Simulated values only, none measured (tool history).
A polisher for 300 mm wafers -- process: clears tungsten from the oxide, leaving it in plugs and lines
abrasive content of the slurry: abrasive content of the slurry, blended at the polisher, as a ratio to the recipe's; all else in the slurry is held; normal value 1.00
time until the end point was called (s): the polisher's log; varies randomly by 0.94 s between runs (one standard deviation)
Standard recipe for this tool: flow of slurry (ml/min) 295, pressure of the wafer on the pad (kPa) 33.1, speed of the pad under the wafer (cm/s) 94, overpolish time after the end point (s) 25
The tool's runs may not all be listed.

run	day	flow of slurry (ml/min)	pressure of the wafer on the pad (kPa)	speed of the pad under the wafer (cm/s)	abrasive content of the slurry	overpolish time after the end point (s)	incoming thickness of the incoming film, nm	time until the end point was called (s)
1	0.000	295	33.1	94	1.00	25	323.3	54.6
2	0.312	295	33.1	104	1.00	25	324.5	50.9
3	0.796	295	33.1	104	1.00	25	319.8	51.6
4	1.475	295	33.1	94	1.00	25	318.1	55.2
# day 1.729: worn pad replaced by a new one
5	1.750	295	33.1	94	1.00	25	315.6	55.9
6	2.425	295	33.1	94	1.00	25	324.0	59.4
# day 2.771: slurry tank refilled with fresh slurry and peroxide
# day 2.992: slurry blender recalibrated
7	3.129	400	33.1	108	0.75	33	313.8	45.1
8	3.400	295	33.1	94	1.00	25	316.7	48.3
9	3.933	295	33.1	94	1.00	25	324.9	50.7
10	4.275	295	33.1	94	0.75	25	317.2	54.7
11	4.854	195	33.1	94	1.00	11	319.6	52.7
12	5.483	235	33.1	124	1.00	38	322.2	44.9
# day 6.704: worn pad replaced by a new one
# day 7.425: slurry tank refilled with fresh slurry and peroxide
13	7.458	380	33.1	76	1.00	25	317.8	61.4
14	8.083	295	25.5	102	1.10	11	321.5	65.8
# day 8.742: slurry blender recalibrated
15	8.762	295	33.1	94	1.00	25	317.2	46.3
16	9.033	245	33.1	116	0.75	25	327.0	46.0
17	9.483	295	44.8	120	1.00	25	318.3	29.7
18	9.975	295	33.1	94	1.15	40	321.0	49.1
19	10.292	295	33.1	94	1.00	25	322.4	51.7
20	10.892	295	33.1	94	1.00	25	318.9	50.3
21	11.246	295	33.1	94	1.00	25	322.0	52.4
22	11.700	345	33.1	94	0.90	25	318.0	53.1
23	12.000	295	33.1	94	1.15	25	323.8	53.1
# day 12.288: worn pad replaced by a new one
24	12.379	295	27.6	94	1.20	25	320.0	61.6
# day 12.646: slurry tank refilled with fresh slurry and peroxide
25	12.862	295	33.1	78	1.00	11	320.5	63.5
26	13.546	295	29.6	74	1.00	14	321.7	73.8
27	13.988	295	33.1	94	1.00	25	318.4	55.3

Below are 3 alternative next runs, each starting from the tool's condition after run 27. Predict each:
A	14.004	295	33.1	94	1.00	25	322.6	?
B	14.004	220	33.1	94	0.80	25	322.6	?
C	14.004	240	33.1	80	1.30	25	322.6	?

run	time until the end point was called (s)
A	56.1
B	61.6
C	59.7
With no hidden state in the tool, these same runs would have given:
run	time until the end point was called (s)
A	48.5
B	53.5
C	51.3

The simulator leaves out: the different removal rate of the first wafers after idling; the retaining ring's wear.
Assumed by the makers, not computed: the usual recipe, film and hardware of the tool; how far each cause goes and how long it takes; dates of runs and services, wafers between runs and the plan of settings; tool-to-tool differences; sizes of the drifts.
